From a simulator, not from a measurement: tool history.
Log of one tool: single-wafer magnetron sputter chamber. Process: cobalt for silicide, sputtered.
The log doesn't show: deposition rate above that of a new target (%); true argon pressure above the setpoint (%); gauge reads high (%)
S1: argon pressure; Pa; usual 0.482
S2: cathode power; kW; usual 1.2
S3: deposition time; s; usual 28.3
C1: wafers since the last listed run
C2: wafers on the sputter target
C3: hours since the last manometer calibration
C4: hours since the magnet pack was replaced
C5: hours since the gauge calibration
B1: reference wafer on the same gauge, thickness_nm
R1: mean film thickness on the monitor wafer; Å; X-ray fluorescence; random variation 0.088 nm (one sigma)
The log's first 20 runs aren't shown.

run	day	S1	S2	S3	C1	C2	C3	C4	C5	B1	R1
21	45.154	0.482	1.2	28.3	1065	10971	663	617.7	69.1	22.226	185.05
22	46.675	0.482	1.2	33.2	1341	12313	699.5	654.2	105.6	22.199	215.86
23	49.438	0.482	1.2	28.3	2436	14749	765.8	720.5	171.9	22.219	183.25
24	52.304	0.614	1.4	31.6	2528	17278	834.6	789.3	240.7	22.213	229.29
# day 55.108: sputter target and shields replaced
25	55.288	0.482	1.45	23.7	2337	158	906.2	860.9	312.3	22.225	194.01
26	56.442	0.482	1.2	26.2	1018	1177	933.9	888.6	340	22.163	176.97
27	57.708	0.607	1.2	28.3	1117	2294	964.3	919	370.4	22.184	182.79
28	60.217	0.617	1.5	28.3	2212	4507	1024.5	979.2	430.6	22.195	226.48
29	63.142	0.482	1.05	24.8	2580	7087	1094.7	1049.4	500.8	22.187	143.04
30	65.754	0.297	0.95	25.6	2304	9391	1157.4	1112.1	563.5	22.206	138.81
31	73.217	0.59	1.2	22.6	6582	15974	1336.5	1291.2	742.6	22.173	140.58
32	75.408	0.66	1.2	26	1933	17908	1389.1	1343.8	795.2	22.165	159.6
# day 77.483: capacitance manometer re-zeroed and calibrated
# day 79.433: sputter target and shields replaced
33	82.075	0.482	1.3	26	5292	2328	110.2	1503.8	955.2	22.161	188.64

5 ways to go on from here, each from the tool as it stands after run 33. What would each give?
A	82.092	0.482	1.2	33.6	14	2343	110.6	1504.2	955.6	?	?
B	82.092	0.551	1.45	31.8	14	2343	110.6	1504.2	955.6	?	?
C	82.092	0.56	1.2	32.5	14	2343	110.6	1504.2	955.6	?	?
D	82.092	0.587	1.05	23.4	14	2343	110.6	1504.2	955.6	?	?
E	82.092	0.612	1.2	28.3	14	2343	110.6	1504.2	955.6	?	?

run	B1	R1
A	22.199	224.35
B	22.199	251.68
C	22.199	212.34
D	22.199	132.78
E	22.199	182.26
Without the tool's hidden state the same runs would have given:
run	R1
A	228.58
B	256.43
C	216.35
D	135.28
E	185.7
